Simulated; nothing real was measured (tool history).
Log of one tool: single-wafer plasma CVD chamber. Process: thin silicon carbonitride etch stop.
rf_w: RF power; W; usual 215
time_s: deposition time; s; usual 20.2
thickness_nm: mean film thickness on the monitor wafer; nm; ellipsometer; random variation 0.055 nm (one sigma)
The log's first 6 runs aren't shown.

run,day,rf_w,time_s,wafers since the last listed run,hours since the last thermocouple change,hours since the last RF generator calibration,hours since the showerhead was replaced,hours since the gauge calibration,"read-back reference wafer on the same gauge, thickness_nm",thickness_nm
7,18.054,200,20.2,1900,99.2,1155.9,4970.6,320.5,12.702,11.497
8,22.358,195,20.2,3304,202.5,1259.2,5073.9,423.8,12.710,11.417
9,25.379,245,19.4,2319,275.0,1331.7,5146.4,496.3,12.682,11.880
10,29.567,245,19.4,3215,375.5,1432.2,5246.9,596.8,12.710,11.979
11,31.817,245,19.4,1727,429.5,1486.2,5300.9,650.8,12.700,11.953
12,35.258,215,20.2,2642,512.1,1568.8,5383.5,733.4,12.709,11.734
# day 35.904: showerhead replaced
13,38.929,215,20.2,2562,600.2,1656.9,72.6,821.5,12.705,11.885
14,42.662,215,20.2,2866,689.8,1746.5,162.2,911.1,12.709,11.755
15,45.229,215,19.1,1970,751.4,1808.1,223.8,972.7,12.694,11.190
16,46.921,215,19.1,1298,792.0,1848.7,264.4,1013.3,12.700,11.112
17,49.596,215,19.1,2053,856.2,1912.9,328.6,1077.5,12.711,11.212
18,53.712,215,19.0,3160,955.0,2011.7,427.4,1176.3,12.703,11.115
# day 54.304: gauge calibrated
19,56.488,235,21.5,2130,1021.6,2078.3,494.0,52.4,12.707,13.014

Run 20 comes next. What will it give?
20,58.700,215,20.2,1698,1074.7,2131.4,547.1,105.5,?,?

Run 20 gave read-back reference wafer on the same gauge, thickness_nm 12.701, thickness_nm 11.714 nm.
Without the tool's hidden state the same run would have given thickness_nm 11.912 nm.
